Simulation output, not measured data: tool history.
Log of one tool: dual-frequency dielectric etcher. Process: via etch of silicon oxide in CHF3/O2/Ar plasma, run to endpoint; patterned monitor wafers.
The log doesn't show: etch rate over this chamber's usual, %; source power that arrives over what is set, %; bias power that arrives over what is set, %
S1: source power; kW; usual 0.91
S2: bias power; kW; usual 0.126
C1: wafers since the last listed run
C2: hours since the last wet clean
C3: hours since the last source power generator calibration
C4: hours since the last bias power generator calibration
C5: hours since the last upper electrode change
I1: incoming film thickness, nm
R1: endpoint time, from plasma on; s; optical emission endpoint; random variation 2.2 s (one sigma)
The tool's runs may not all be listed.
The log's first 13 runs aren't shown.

Run 14, hour 803.5: usual settings but S1 0.76 kW; C1 420; C2 148.4; C3 1759.2; C4 4801.2; C5 3829.8; I1 757. Result: R1 432 s.
Run 15, hour 895.4: usual settings but S1 0.76 kW; C1 552; C2 240.3; C3 1851.1; C4 4893.1; C5 3921.7; I1 763.9. Result: R1 434.4 s.
At hour 1133.7: bias power generator calibrated.
At hour 1136.5: upper electrode replaced.
Run 16, hour 1144.8: usual settings; C1 1458; C2 489.7; C3 2100.5; C4 11.1; C5 8.3; I1 756.6. Result: R1 396.7 s.
Run 17, hour 1245.5: usual settings but S1 0.97 kW, S2 0.113 kW; C1 605; C2 590.4; C3 2201.2; C4 111.8; C5 109; I1 764.7. Result: R1 398 s.
At hour 1290.2: wet clean of the chamber.
Run 18, hour 1299.8: usual settings but S1 0.74 kW, S2 0.151 kW; C1 182; C2 9.6; C3 2255.5; C4 166.1; C5 163.3; I1 762.5. Result: R1 429 s.
Run 19, hour 1372.3: usual settings but S1 1.04 kW; C1 435; C2 82.1; C3 2328; C4 238.6; C5 235.8; I1 763.8. Result: R1 390.3 s.
At hour 1389.2: source power generator calibrated.
Run 20, hour 1433.8: usual settings but S1 0.71 kW, S2 0.148 kW; C1 345; C2 143.6; C3 44.6; C4 300.1; C5 297.3; I1 756.9. Result: R1 427.3 s.
Run 21, hour 1513.5: usual settings but S1 1.06 kW, S2 0.146 kW; C1 479; C2 223.3; C3 124.3; C4 379.8; C5 377; I1 761.2. Result: R1 374.4 s.
Run 22, hour 1615.4: usual settings but S1 0.71 kW, S2 0.148 kW; C1 612; C2 325.2; C3 226.2; C4 481.7; C5 478.9; I1 763.2. Result: R1 423.2 s.
Run 23, hour 1713.7: usual settings but S1 0.78 kW, S2 0.104 kW; C1 590; C2 423.5; C3 324.5; C4 580; C5 577.2; I1 761.2. Result: R1 437.6 s.
Run 24, hour 1803.3: usual settings but S1 0.75 kW, S2 0.099 kW; C1 538; C2 513.1; C3 414.1; C4 669.6; C5 666.8; I1 760.4. Result: R1 446.8 s.
At hour 1856.6: wet clean of the chamber.
Run 25, hour 1932.9: usual settings; C1 634; C2 76.3; C3 543.7; C4 799.2; C5 796.4; I1 768.2. Result: R1 416.2 s.
Run 26, hour 1973.9: usual settings but S1 0.98 kW, S2 0.137 kW; C1 246; C2 117.3; C3 584.7; C4 840.2; C5 837.4; I1 759.4. Result: R1 394.6 s.
Run 27, hour 2063.6: usual settings but S1 1.12 kW, S2 0.1 kW; C1 539; C2 207; C3 674.4; C4 929.9; C5 927.1; I1 755.6. Result: R1 396.6 s.

Forecast run 28:
Run 28, hour 2171.2: usual settings but S1 1.07 kW, S2 0.094 kW; C1 646; C2 314.6; C3 782; C4 1037.5; C5 1034.7; I1 759.9. Result: R1 ?.

Run 28 gave R1 406.4 s.
Without the tool's hidden state the same run would have given R1 414.1 s.
